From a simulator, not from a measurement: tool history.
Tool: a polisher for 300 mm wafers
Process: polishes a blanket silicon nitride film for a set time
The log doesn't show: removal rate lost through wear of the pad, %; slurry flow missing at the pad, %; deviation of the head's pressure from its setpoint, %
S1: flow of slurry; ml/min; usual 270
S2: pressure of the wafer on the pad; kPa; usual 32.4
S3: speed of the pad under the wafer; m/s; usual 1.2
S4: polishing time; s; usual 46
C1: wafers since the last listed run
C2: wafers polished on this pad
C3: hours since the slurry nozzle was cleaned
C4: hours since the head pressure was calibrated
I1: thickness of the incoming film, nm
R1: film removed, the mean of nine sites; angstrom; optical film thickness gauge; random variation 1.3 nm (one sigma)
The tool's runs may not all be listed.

{"run": 1, "hour": 0.0, "S1": 270, "S2": 32.4, "S3": 1.2, "S4": 46, "C1": 0, "C2": 454, "C3": 121.8, "C4": 586.1, "I1": 460.3, "R1": 985}
{"run": 2, "hour": 58.1, "S1": 270, "S2": 32.4, "S3": 1.2, "S4": 46, "C1": 759, "C2": 1213, "C3": 179.9, "C4": 644.2, "I1": 456.9, "R1": 955}
{"hour": 153.0, "done": "head pressure recalibrated"}
{"run": 3, "hour": 163.3, "S1": 270, "S2": 32.4, "S3": 1.2, "S4": 46, "C1": 1349, "C2": 2563, "C3": 285.1, "C4": 10.3, "I1": 462.8, "R1": 930}
{"run": 4, "hour": 245.8, "S1": 270, "S2": 32.4, "S3": 1.48, "S4": 53, "C1": 1078, "C2": 3641, "C3": 367.6, "C4": 92.8, "I1": 457.7, "R1": 1213}
{"run": 5, "hour": 313.7, "S1": 340, "S2": 32.4, "S3": 1.2, "S4": 46, "C1": 887, "C2": 4529, "C3": 435.5, "C4": 160.7, "I1": 460, "R1": 925}
{"run": 6, "hour": 356.4, "S1": 340, "S2": 32.4, "S3": 1.2, "S4": 46, "C1": 558, "C2": 5087, "C3": 478.2, "C4": 203.4, "I1": 464.3, "R1": 929}
{"run": 7, "hour": 397.4, "S1": 340, "S2": 32.4, "S3": 1.2, "S4": 46, "C1": 535, "C2": 5623, "C3": 519.2, "C4": 244.4, "I1": 458.8, "R1": 916}
{"run": 8, "hour": 498.1, "S1": 270, "S2": 32.4, "S3": 1.2, "S4": 46, "C1": 1316, "C2": 6939, "C3": 619.9, "C4": 345.1, "I1": 462.9, "R1": 888}
{"run": 9, "hour": 582.8, "S1": 270, "S2": 32.4, "S3": 1.2, "S4": 46, "C1": 1107, "C2": 8047, "C3": 704.6, "C4": 429.8, "I1": 451.4, "R1": 864}
{"run": 10, "hour": 619.5, "S1": 270, "S2": 32.4, "S3": 1.2, "S4": 46, "C1": 479, "C2": 8526, "C3": 741.3, "C4": 466.5, "I1": 457.9, "R1": 863}
{"hour": 679.8, "done": "worn pad replaced by a new one"}
{"run": 11, "hour": 746.8, "S1": 270, "S2": 32.4, "S3": 1.2, "S4": 46, "C1": 1611, "C2": 875, "C3": 868.6, "C4": 593.8, "I1": 453, "R1": 913}
{"hour": 780.5, "done": "slurry nozzle cleaned"}
{"run": 12, "hour": 792.5, "S1": 270, "S2": 32.4, "S3": 1.2, "S4": 46, "C1": 584, "C2": 1459, "C3": 12, "C4": 639.5, "I1": 459.3, "R1": 994}
{"run": 13, "hour": 898.8, "S1": 215, "S2": 22.8, "S3": 1.2, "S4": 46, "C1": 1389, "C2": 2849, "C3": 118.3, "C4": 745.8, "I1": 464, "R1": 651}
{"run": 14, "hour": 967.8, "S1": 270, "S2": 21.4, "S3": 1.52, "S4": 46, "C1": 902, "C2": 3751, "C3": 187.3, "C4": 814.8, "I1": 460.6, "R1": 720}
{"hour": 992.1, "done": "head pressure recalibrated"}
{"run": 15, "hour": 1042.5, "S1": 270, "S2": 32.4, "S3": 1.2, "S4": 46, "C1": 950, "C2": 4701, "C3": 262, "C4": 50.4, "I1": 462.8, "R1": 915}
{"run": 16, "hour": 1103.3, "S1": 270, "S2": 40.7, "S3": 1.2, "S4": 34, "C1": 794, "C2": 5496, "C3": 322.8, "C4": 111.2, "I1": 461.5, "R1": 850}
{"run": 17, "hour": 1196.2, "S1": 295, "S2": 32.4, "S3": 0.84, "S4": 46, "C1": 1214, "C2": 6711, "C3": 415.7, "C4": 204.1, "I1": 462.8, "R1": 720}
{"run": 18, "hour": 1295.5, "S1": 270, "S2": 32.4, "S3": 1.2, "S4": 55, "C1": 1298, "C2": 8009, "C3": 515, "C4": 303.4, "I1": 458.4, "R1": 1063}
{"run": 19, "hour": 1388.0, "S1": 270, "S2": 32.4, "S3": 1.44, "S4": 46, "C1": 1209, "C2": 9218, "C3": 607.5, "C4": 395.9, "I1": 464.1, "R1": 990}
{"hour": 1462.4, "done": "worn pad replaced by a new one"}
{"run": 20, "hour": 1470.1, "S1": 270, "S2": 32.4, "S3": 1.2, "S4": 46, "C1": 1020, "C2": 101, "C3": 689.6, "C4": 478, "I1": 469.4, "R1": 932}
{"run": 21, "hour": 1524.5, "S1": 270, "S2": 32.4, "S3": 1.2, "S4": 46, "C1": 711, "C2": 812, "C3": 744, "C4": 532.4, "I1": 466.1, "R1": 906}
{"run": 22, "hour": 1578.6, "S1": 270, "S2": 35.9, "S3": 1.34, "S4": 46, "C1": 707, "C2": 1519, "C3": 798.1, "C4": 586.5, "I1": 464, "R1": 1084}
{"hour": 1607.9, "done": "slurry nozzle cleaned"}
{"run": 23, "hour": 1623.1, "S1": 270, "S2": 32.4, "S3": 1.4, "S4": 46, "C1": 568, "C2": 2088, "C3": 15.2, "C4": 631, "I1": 464.8, "R1": 1072}
{"run": 24, "hour": 1707.1, "S1": 310, "S2": 32.4, "S3": 1.04, "S4": 46, "C1": 1098, "C2": 3186, "C3": 99.2, "C4": 715, "I1": 464.3, "R1": 844}
{"run": 25, "hour": 1791.2, "S1": 270, "S2": 21.4, "S3": 1.2, "S4": 56, "C1": 1099, "C2": 4285, "C3": 183.3, "C4": 799.1, "I1": 456.8, "R1": 730}
{"run": 26, "hour": 1843.0, "S1": 350, "S2": 32.4, "S3": 1.52, "S4": 36, "C1": 677, "C2": 4962, "C3": 235.1, "C4": 850.9, "I1": 459.2, "R1": 872}
{"hour": 1888.5, "done": "head pressure recalibrated"}
{"run": 27, "hour": 1905.6, "S1": 270, "S2": 32.4, "S3": 1.2, "S4": 46, "C1": 792, "C2": 5754, "C3": 297.7, "C4": 17.1, "I1": 454.6, "R1": 914}
{"run": 28, "hour": 2005.9, "S1": 345, "S2": 41.4, "S3": 1.46, "S4": 37, "C1": 1311, "C2": 7066, "C3": 398, "C4": 117.4, "I1": 466.2, "R1": 1058}
{"run": 29, "hour": 2067.2, "S1": 270, "S2": 35.9, "S3": 1.54, "S4": 46, "C1": 801, "C2": 7867, "C3": 459.3, "C4": 178.7, "I1": 454.8, "R1": 1173}
{"run": 30, "hour": 2158.0, "S1": 240, "S2": 22.8, "S3": 1.34, "S4": 46, "C1": 1186, "C2": 9054, "C3": 550.1, "C4": 269.5, "I1": 461.3, "R1": 664}
{"hour": 2196.3, "done": "worn pad replaced by a new one"}
{"run": 31, "hour": 2236.0, "S1": 270, "S2": 32.4, "S3": 1.2, "S4": 46, "C1": 967, "C2": 519, "C3": 628.1, "C4": 347.5, "I1": 460.4, "R1": 937}
{"run": 32, "hour": 2305.8, "S1": 270, "S2": 24.8, "S3": 1.3, "S4": 34, "C1": 912, "C2": 1431, "C3": 697.9, "C4": 417.3, "I1": 459.1, "R1": 549}
{"hour": 2347.0, "done": "slurry nozzle cleaned"}
{"run": 33, "hour": 2403.8, "S1": 270, "S2": 32.4, "S3": 1.2, "S4": 39, "C1": 1268, "C2": 2699, "C3": 56.8, "C4": 515.3, "I1": 458.3, "R1": 813}
{"run": 34, "hour": 2496.8, "S1": 305, "S2": 32.4, "S3": 0.9, "S4": 46, "C1": 1215, "C2": 3915, "C3": 149.8, "C4": 608.3, "I1": 458.6, "R1": 779}
{"hour": 2605.8, "done": "head pressure recalibrated"}
{"run": 35, "hour": 2770.7, "S1": 270, "S2": 32.4, "S3": 1.2, "S4": 46, "C1": 3554, "C2": 7469, "C3": 423.7, "C4": 164.9, "I1": 454.7, "R1": 888}
{"run": 36, "hour": 2842.7, "S1": 270, "S2": 35.9, "S3": 1.2, "S4": 46, "C1": 941, "C2": 8411, "C3": 495.7, "C4": 236.9, "I1": 464.9, "R1": 991}

Some steps in R1 between neighbouring runs. How much of each would the tool show without its hidden state too (settings, what came in, random variation), and how much is left for the hidden state, with any gauge scatter that isn't in both results?
Run 12 -> 13: S1 270 -> 215, S2 32.4 -> 22.8. R1 -343 angstrom: hidden state -13, all else -330.
Run 19 -> 20: S3 1.44 -> 1.2, worn pad replaced by a new one. R1 -58 angstrom: hidden state +75, all else -133.
Run 22 -> 23: S2 35.9 -> 32.4, S3 1.34 -> 1.4, slurry nozzle cleaned. R1 -12 angstrom: hidden state +62, all else -74.
Run 29 -> 30: S1 270 -> 240, S2 35.9 -> 22.8, S3 1.54 -> 1.34. R1 -509 angstrom: hidden state +60, all else -569.
Run 31 -> 32: S2 32.4 -> 24.8, S3 1.2 -> 1.3, S4 46 -> 34. R1 -388 angstrom: hidden state +19, all else -407.
